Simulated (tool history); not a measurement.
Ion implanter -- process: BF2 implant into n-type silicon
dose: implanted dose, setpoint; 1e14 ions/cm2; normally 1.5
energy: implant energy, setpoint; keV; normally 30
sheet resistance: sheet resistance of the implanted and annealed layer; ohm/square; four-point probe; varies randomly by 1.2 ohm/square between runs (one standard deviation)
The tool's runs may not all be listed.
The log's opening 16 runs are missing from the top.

run	hour	dose	energy	wafers since the last listed run	hours since the last dose calibration	hours since the extraction supply was calibrated	hours since the gauge calibration	read-back reference wafer on the same gauge, sheet resistance	sheet resistance
17	172	1.5	30	62	758.6	1860.2	447.3	843.99	813.73
18	186.9	1.5	30	140	773.5	1875.1	462.2	844.14	813.81
19	193.5	1.18	37.5	62	780.1	1881.7	468.8	844.09	953.51
# hour 202.5: Faraday cup replaced and dose calibrated
20	207.7	1.5	30	58	5.2	1895.9	483	843.78	789.16
# hour 217: gauge calibrated
21	218.5	1.5	30	101	16	1906.7	1.5	843.61	789.7
22	235.4	1.5	30	159	32.9	1923.6	18.4	843.69	789.39
23	250.4	1.5	30	141	47.9	1938.6	33.4	843.91	789.57
24	257.6	1.81	30	67	55.1	1945.8	40.6	844.12	679.74
25	273	1.33	35.5	145	70.5	1961.2	56	843.87	850.68
26	284.4	1.06	40	107	81.9	1972.6	67.4	844.17	997.24
27	298.4	1.24	30	131	95.9	1986.6	81.4	844.04	921.24
28	304.8	1.29	30	60	102.3	1993	87.8	844	892.96
# hour 315.3: extraction supply calibrated
29	315.8	1.37	24.5	28	113.3	0.5	98.8	844.24	878.23
30	327.2	1.92	30	107	124.7	11.9	110.2	843.66	646.88
31	343.3	1.91	33.5	151	140.8	28	126.3	844.58	644.97
32	359.7	1.05	30	154	157.2	44.4	142.7	843.77	1053.99
33	377.1	1.71	30	163	174.6	61.8	160.1	843.84	711.27
34	389.9	1.67	33.5	120	187.4	74.6	172.9	844.39	718.32
35	407.9	1.5	37.5	169	205.4	92.6	190.9	844.29	769.17

For run 36, what comes out?
36	414.6	1.78	22.5	63	212.1	99.3	197.6	?	?

read-back reference wafer on the same gauge, sheet resistance: 843.85
sheet resistance: 709.4 ohm/square
If the tool had no hidden condition, the same run with the same run-to-run variation would have returned sheet resistance 705.59 ohm/square.

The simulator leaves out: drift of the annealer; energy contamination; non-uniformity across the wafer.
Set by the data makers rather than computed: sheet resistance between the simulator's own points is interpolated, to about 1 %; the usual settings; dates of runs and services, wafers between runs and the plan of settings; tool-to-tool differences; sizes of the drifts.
